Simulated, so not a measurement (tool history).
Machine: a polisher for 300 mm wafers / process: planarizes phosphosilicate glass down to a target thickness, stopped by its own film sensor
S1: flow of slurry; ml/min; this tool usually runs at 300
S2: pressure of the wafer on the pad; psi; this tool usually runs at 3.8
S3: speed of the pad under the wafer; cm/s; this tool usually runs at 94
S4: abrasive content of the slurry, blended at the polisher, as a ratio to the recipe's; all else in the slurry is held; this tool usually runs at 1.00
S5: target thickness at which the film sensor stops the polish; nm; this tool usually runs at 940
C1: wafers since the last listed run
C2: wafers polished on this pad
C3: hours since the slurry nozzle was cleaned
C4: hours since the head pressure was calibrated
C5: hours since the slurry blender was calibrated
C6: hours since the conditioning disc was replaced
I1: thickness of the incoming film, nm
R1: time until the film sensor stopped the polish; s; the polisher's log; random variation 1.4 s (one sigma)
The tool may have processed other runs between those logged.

run,hour,S1,S2,S3,S4,S5,C1,C2,C3,C4,C5,C6,I1,R1
1,0.0,300,3.8,94,1.00,940,0,778,751.4,573.5,259.1,296.8,1758.3,120.8
# hour 15.1: worn pad replaced by a new one
2,15.6,300,3.8,94,1.00,940,91,4,767.0,589.1,274.7,312.4,1768.9,108.0
3,28.4,300,3.8,94,1.00,940,101,105,779.8,601.9,287.5,325.2,1775.1,114.2
4,44.0,300,3.8,94,1.00,940,123,228,795.4,617.5,303.1,340.8,1743.1,110.1
5,75.3,300,3.8,104,1.00,940,247,475,826.7,648.8,334.4,372.1,1775.8,121.1
# hour 84.8: head pressure recalibrated
6,89.2,300,3.8,104,1.00,940,93,569,840.6,4.4,348.3,386.0,1762.5,118.9
# hour 92.2: conditioning disc replaced and pad reconditioned
# hour 97.0: slurry nozzle cleaned
7,100.5,300,3.8,94,1.00,940,65,635,3.5,15.7,359.6,8.3,1769.1,100.9
8,112.4,300,3.8,94,1.00,940,93,729,15.4,27.6,371.5,20.2,1757.7,103.0
9,128.1,300,3.8,94,1.00,940,123,852,31.1,43.3,387.2,35.9,1736.5,103.7
# hour 136.8: slurry blender recalibrated
10,140.7,225,2.8,94,1.00,940,83,936,43.7,55.9,3.9,48.5,1720.7,142.2
11,151.2,255,3.8,74,1.00,940,82,1019,54.2,66.4,14.4,59.0,1754.8,134.5
# hour 156.7: worn pad replaced by a new one
12,166.0,300,3.8,94,1.00,940,85,73,69.0,81.2,29.2,73.8,1759.0,103.6
13,178.6,300,3.8,94,0.90,940,99,172,81.6,93.8,41.8,86.4,1742.2,105.4
14,192.1,300,3.8,116,1.00,940,106,279,95.1,107.3,55.3,99.9,1742.2,94.0
15,199.1,300,3.8,94,1.00,940,55,334,102.1,114.3,62.3,106.9,1743.0,108.7
16,212.7,300,3.8,94,1.00,940,107,442,115.7,127.9,75.9,120.5,1756.3,108.3
17,229.8,300,3.8,72,1.00,940,135,577,132.8,145.0,93.0,137.6,1778.4,144.5
18,237.3,300,4.4,94,1.00,940,59,636,140.3,152.5,100.5,145.1,1757.7,103.5

What differs in the tool's unlogged condition from the final listed run ahead of each entry between runs to the first listed run following it?
In the gap between runs 1 and 2: worn pad replaced by a new one (hour 15.1)
  removal rate lost through wear of the pad, %: 13.5 -> 2.33; time polished since the conditioner stopped cutting, s: 700 -> 709
  what was measured, less what the result would be without the hidden state, R1: +46.0 -> +32.8 s
In the gap between runs 5 and 6: head pressure recalibrated (hour 84.8)
  removal rate lost through wear of the pad, %: 13.2 -> 14.2; time polished since the conditioner stopped cutting, s: 734 -> 738
  what was measured, less what the result would be without the hidden state, R1: +48.4 -> +48.5 s
In the gap between runs 6 and 7: conditioning disc replaced and pad reconditioned (hour 92.2); slurry nozzle cleaned (hour 97.0)
  removal rate lost through wear of the pad, %: 14.2 -> 14.8; time polished since the conditioner stopped cutting, s: 738 -> 198
  what was measured, less what the result would be without the hidden state, R1: +48.5 -> +24.8 s
In the gap between runs 9 and 10: slurry blender recalibrated (hour 136.8)
  removal rate lost through wear of the pad, %: 15.8 -> 16.1; time polished since the conditioner stopped cutting, s: 325 -> 375
  what was measured, less what the result would be without the hidden state, R1: +31.1 -> +41.0 s
In the gap between runs 11 and 12: worn pad replaced by a new one (hour 156.7)
  removal rate lost through wear of the pad, %: 16.2 -> 3.81; time polished since the conditioner stopped cutting, s: 413 -> 462
  what was measured, less what the result would be without the hidden state, R1: +41.1 -> +25.6 s
